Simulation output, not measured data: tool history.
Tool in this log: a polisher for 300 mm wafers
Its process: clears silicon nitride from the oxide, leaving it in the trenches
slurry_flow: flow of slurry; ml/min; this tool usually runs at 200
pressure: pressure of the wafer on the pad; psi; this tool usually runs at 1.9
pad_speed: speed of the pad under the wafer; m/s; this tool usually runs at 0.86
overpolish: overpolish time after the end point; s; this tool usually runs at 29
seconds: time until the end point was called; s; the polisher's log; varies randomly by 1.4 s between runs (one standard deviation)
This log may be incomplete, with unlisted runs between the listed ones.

run	hour	slurry_flow	pressure	pad_speed	overpolish	wafers since the last listed run	wafers polished on this pad	hours since the slurry nozzle was cleaned	hours since the head pressure was calibrated	incoming thickness of the incoming film, nm	seconds
1	0	200	1.9	0.86	25	0	348	175	176.5	86.8	141
2	183.3	200	1.9	0.86	25	784	1133	358.3	359.8	85.5	139.9
3	248	200	1.9	0.86	25	277	1410	423	424.5	86	145.2
4	287.6	250	1.9	0.86	29	169	1579	462.6	464.1	84.5	137
# hour 350.6: head pressure recalibrated
5	390.5	250	1.9	0.86	29	432	2011	565.5	39.9	84	129.1
# hour 428.6: slurry nozzle cleaned
# hour 447.9: worn pad replaced by a new one
6	490.2	250	1.9	0.86	29	405	181	61.6	139.6	84.7	133.5
7	635.7	200	1.9	0.98	29	623	804	207.1	285.1	85.9	130.3
8	738.2	200	1.9	0.98	29	438	1243	309.6	387.6	83.3	127.9
9	790.3	200	1.9	0.98	29	223	1466	361.7	439.7	83.5	129
10	878.3	200	1.9	0.86	29	376	1843	449.7	527.7	85.1	141.7
# hour 917.9: head pressure recalibrated
11	980.1	200	1.9	0.86	29	427	2270	551.5	62.2	85	135.8
12	1027	200	1.9	0.86	29	200	2471	598.4	109.1	84.5	135.7
# hour 1036: slurry nozzle cleaned
# hour 1068.4: worn pad replaced by a new one
13	1127.3	200	1.9	0.86	29	408	252	91.3	209.4	86.2	140.4
14	1208.4	200	1.9	0.86	29	347	599	172.4	290.5	84.4	137.6
15	1309.9	200	1.9	0.86	29	434	1034	273.9	392	83.7	137.7
16	1347.4	200	1.9	0.86	29	160	1194	311.4	429.5	84.7	139
17	1397.2	200	1.9	0.86	29	213	1407	361.2	479.3	85.9	140.9
18	1500.9	245	1.7	0.86	34	444	1852	464.9	583	84.7	151.7
# hour 1551.1: head pressure recalibrated
# hour 1556.3: slurry nozzle cleaned
19	1583	225	1.9	0.86	13	338	2190	26.7	31.9	84.2	129.7
# hour 1592.5: worn pad replaced by a new one
20	1649.9	220	2.5	0.86	29	269	245	93.6	98.8	84.4	104.8
21	1712.3	200	1.9	0.86	25	267	513	156	161.2	84.8	137.3
22	1788.6	200	1.9	0.86	29	326	839	232.3	237.5	85.3	138.7
23	1843.2	160	1.6	0.58	46	233	1073	286.9	292.1	84.3	208.9
24	1921.7	245	1.9	0.68	38	336	1409	365.4	370.6	84.5	152.1
25	2012	130	1.9	1.14	45	386	1796	455.7	460.9	83.5	126.2
# hour 2027.1: head pressure recalibrated
26	2114.3	200	1.9	0.86	29	429	2225	558	87.2	84.7	139.2
# hour 2152.8: slurry nozzle cleaned
27	2186.8	200	1.9	0.64	29	306	2532	34	159.7	84.1	164.3
# hour 2214.8: worn pad replaced by a new one
28	2285	200	1.3	0.86	44	403	300	132.2	257.9	84.3	201.6

Run 29 has not been measured yet. What should we expect?
29	2365.5	220	1.9	0.86	22	344	645	212.7	338.4	85.2	?

{"run 29": {"seconds": 142.6}}
Take away the tool's hidden state, keep the run-to-run variation as it was, and the same run would have given seconds 133.9 s.

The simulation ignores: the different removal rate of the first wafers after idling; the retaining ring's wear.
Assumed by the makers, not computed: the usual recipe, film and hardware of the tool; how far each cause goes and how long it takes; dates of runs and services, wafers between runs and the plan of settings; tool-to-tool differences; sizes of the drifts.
